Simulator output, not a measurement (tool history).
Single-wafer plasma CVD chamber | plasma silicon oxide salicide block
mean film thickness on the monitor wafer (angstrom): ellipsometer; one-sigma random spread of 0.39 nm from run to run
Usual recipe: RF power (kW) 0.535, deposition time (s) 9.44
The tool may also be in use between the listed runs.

| run | day | RF power (kW) | deposition time (s) | wafers since the last listed run | hours since the last RF generator calibration | hours since the showerhead was replaced | hours since the gauge calibration | read-back reference wafer on the same gauge, thickness_nm | mean film thickness on the monitor wafer (angstrom) |
|---|---|---|---|---|---|---|---|---|---|
| 1 | 0 | 0.535 | 9.44 | 0 | 56.6 | 2179.6 | 1129.2 | 91.292 | 915.68 |
| 2 | 4.012 | 0.535 | 9.44 | 4130 | 152.9 | 2275.9 | 1225.5 | 91.525 | 912.6 |
| 3 | 7.2 | 0.535 | 9.44 | 3281 | 229.4 | 2352.4 | 1302 | 91.931 | 922.07 |
| 4 | 10.792 | 0.59 | 9.44 | 3697 | 315.6 | 2438.6 | 1388.2 | 92.201 | 956.34 |
| 5 | 14.85 | 0.535 | 9.44 | 4177 | 413 | 2536 | 1485.6 | 92.593 | 934.48 |
| 6 | 16.588 | 0.535 | 9.44 | 1788 | 454.7 | 2577.7 | 1527.3 | 92.692 | 939.19 |
| 7 | 19.254 | 0.535 | 9.44 | 2745 | 518.7 | 2641.7 | 1591.3 | 92.995 | 930.05 |
|  | 22.279 | gauge calibrated |
| 8 | 23.242 | 0.535 | 9.44 | 4104 | 614.4 | 2737.4 | 23.1 | 89.553 | 907.12 |
|  | 27.104 | showerhead replaced |
| 9 | 27.125 | 0.535 | 9.44 | 3654 | 707.6 | 0.5 | 116.3 | 89.712 | 893.23 |
| 10 | 29.017 | 0.535 | 9.44 | 1947 | 753 | 45.9 | 161.7 | 89.849 | 892.56 |
| 11 | 32.221 | 0.465 | 9.44 | 3298 | 829.9 | 122.8 | 238.6 | 89.869 | 861.19 |
| 12 | 36.142 | 0.5 | 9.44 | 4036 | 924 | 216.9 | 332.7 | 89.801 | 884.38 |
|  | 39.7 | RF generator calibrated |
| 13 | 40.092 | 0.64 | 9.92 | 3722 | 9.4 | 311.7 | 427.5 | 89.762 | 999.01 |
| 14 | 43.308 | 0.535 | 10.48 | 3311 | 86.6 | 388.9 | 504.7 | 89.899 | 1004.74 |
| 15 | 47.008 | 0.45 | 7.85 | 3808 | 175.4 | 477.7 | 593.5 | 90.147 | 712.21 |
| 16 | 49.196 | 0.535 | 9.44 | 2251 | 227.9 | 530.2 | 646 | 90.136 | 908.66 |
| 17 | 51.921 | 0.535 | 9.44 | 2805 | 293.3 | 595.6 | 711.4 | 90.287 | 914.35 |
| 18 | 53.904 | 0.635 | 10.36 | 2041 | 340.9 | 643.2 | 759 | 90.408 | 1050.17 |
| 19 | 57.454 | 0.535 | 9.44 | 3654 | 426.1 | 728.4 | 844.2 | 90.554 | 904.67 |
| 20 | 60.083 | 0.63 | 7.65 | 2706 | 489.2 | 791.5 | 907.3 | 90.721 | 781.14 |
| 21 | 69.417 | 0.63 | 8.89 | 9607 | 713.2 | 1015.5 | 1131.3 | 91.479 | 906.35 |

Some steps in mean film thickness on the monitor wafer (angstrom) between neighbouring runs. How much of each would the tool show without its hidden state too (settings, what came in, random variation), and how much is left for the hidden state, with any gauge scatter that isn't in both results?
Hidden state at play: delivered RF power above the setpoint (%); gauge reads high (%).
Run 7 -> 8: gauge calibrated. mean film thickness on the monitor wafer (angstrom) -22.93: hidden state -33.31, all else +10.38.
Run 14 -> 15: RF power (kW) 0.535 -> 0.45, deposition time (s) 10.48 -> 7.85. mean film thickness on the monitor wafer (angstrom) -292.53: hidden state +1.72, all else -294.25.
Run 15 -> 16: RF power (kW) 0.45 -> 0.535, deposition time (s) 7.85 -> 9.44. mean film thickness on the monitor wafer (angstrom) +196.45: hidden state +0.67, all else +195.78.
Run 20 -> 21: deposition time (s) 7.65 -> 8.89. mean film thickness on the monitor wafer (angstrom) +125.21: hidden state +6.65, all else +118.56.
